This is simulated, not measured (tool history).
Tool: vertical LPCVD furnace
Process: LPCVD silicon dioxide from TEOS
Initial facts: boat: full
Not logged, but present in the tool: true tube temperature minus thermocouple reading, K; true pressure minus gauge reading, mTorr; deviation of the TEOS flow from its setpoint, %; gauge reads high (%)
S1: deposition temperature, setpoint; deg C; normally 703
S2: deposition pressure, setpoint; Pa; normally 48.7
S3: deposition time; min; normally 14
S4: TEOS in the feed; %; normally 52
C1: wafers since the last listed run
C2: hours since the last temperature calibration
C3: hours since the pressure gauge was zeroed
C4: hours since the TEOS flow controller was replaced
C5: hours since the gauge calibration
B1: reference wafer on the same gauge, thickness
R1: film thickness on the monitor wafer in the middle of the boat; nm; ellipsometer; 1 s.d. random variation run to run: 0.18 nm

run 1 hour=0 | S1=703 S2=48.7 S3=14 S4=47 | C1=0 C2=3013.3 C3=2971.8 C4=2814.9 C5=89.3 | B1=97.93 | R1=106.57
run 2 hour=10 | S1=703 S2=48.7 S3=14 S4=47 | C1=150 C2=3023.3 C3=2981.8 C4=2824.9 C5=99.3 | B1=98.03 | R1=106.26
run 3 hour=16.9 | S1=703 S2=48.7 S3=14 S4=47 | C1=103 C2=3030.2 C3=2988.7 C4=2831.8 C5=106.2 | B1=98.02 | R1=106.45
run 4 hour=23.9 | S1=699 S2=46 S3=14 S4=52 | C1=105 C2=3037.2 C3=2995.7 C4=2838.8 C5=113.2 | B1=98 | R1=99.04
run 5 hour=30.2 | S1=703 S2=48.7 S3=14 S4=52 | C1=94 C2=3043.5 C3=3002 C4=2845.1 C5=119.5 | B1=98.01 | R1=111.96
run 6 hour=47.9 | S1=703 S2=48.7 S3=14 S4=52 | C1=266 C2=3061.2 C3=3019.7 C4=2862.8 C5=137.2 | B1=98.01 | R1=111.69
-- hour=93.8 pressure gauge zeroed
-- hour=100.7 gauge calibrated
run 7 hour=102.3 | S1=703 S2=52 S3=14 S4=52 | C1=457 C2=3115.6 C3=8.5 C4=2917.2 C5=1.6 | B1=98 | R1=115.56
run 8 hour=110.4 | S1=703 S2=48.7 S3=14 S4=52 | C1=121 C2=3123.7 C3=16.6 C4=2925.3 C5=9.7 | B1=98.05 | R1=111.96
run 9 hour=124.4 | S1=703 S2=48.7 S3=12.5 S4=48 | C1=210 C2=3137.7 C3=30.6 C4=2939.3 C5=23.7 | B1=98.07 | R1=96.3
-- hour=149.3 TEOS flow controller replaced
-- hour=161.6 thermocouples replaced and temperature profile calibrated
run 10 hour=162.1 | S1=703 S2=48.7 S3=14 S4=52 | C1=20 C2=0.5 C3=68.3 C4=12.8 C5=61.4 | B1=98.06 | R1=116.83
run 11 hour=166.5 | S1=703 S2=48.7 S3=14 S4=52 | C1=66 C2=4.9 C3=72.7 C4=17.2 C5=65.8 | B1=98.02 | R1=116.72
run 12 hour=170.9 | S1=703 S2=48.7 S3=17 S4=46 | C1=66 C2=9.3 C3=77.1 C4=21.6 C5=70.2 | B1=97.9 | R1=133.07
-- hour=205.9 thermocouples replaced and temperature profile calibrated, repeated, since the last time left the tool worse
run 13 hour=206.4 | S1=703 S2=48.7 S3=14 S4=52 | C1=173 C2=0.5 C3=112.6 C4=57.1 C5=105.7 | B1=97.93 | R1=103.6
run 14 hour=210.7 | S1=703 S2=48.7 S3=11.5 S4=42 | C1=64 C2=4.8 C3=116.9 C4=61.4 C5=110 | B1=97.99 | R1=76.71
run 15 hour=215.1 | S1=703 S2=53.3 S3=14 S4=52 | C1=66 C2=9.2 C3=121.3 C4=65.8 C5=114.4 | B1=98.04 | R1=109.11
run 16 hour=219.5 | S1=703 S2=48.7 S3=14 S4=52 | C1=66 C2=13.6 C3=125.7 C4=70.2 C5=118.8 | B1=98.06 | R1=103.68
run 17 hour=228.6 | S1=703 S2=44.7 S3=14 S4=59 | C1=136 C2=22.7 C3=134.8 C4=79.3 C5=127.9 | B1=97.99 | R1=106.06
run 18 hour=237.6 | S1=697 S2=48.7 S3=14 S4=52 | C1=135 C2=31.7 C3=143.8 C4=88.3 C5=136.9 | B1=98.01 | R1=90.71
run 19 hour=247.1 | S1=703 S2=54.7 S3=14 S4=52 | C1=142 C2=41.2 C3=153.3 C4=97.8 C5=146.4 | B1=98.02 | R1=110.6

Run 20 has not been measured yet. What should we expect?
run 20 hour=260.1 | S1=703 S2=48.7 S3=14 S4=58 | C1=195 C2=54.2 C3=166.3 C4=110.8 C5=159.4 | B1=? | R1=?

For run 20 the tool returned B1 98.01, R1 110.08 nm.
Were there no unlogged condition in the tool, this run, its random variation unchanged, would have produced R1 109.45 nm.
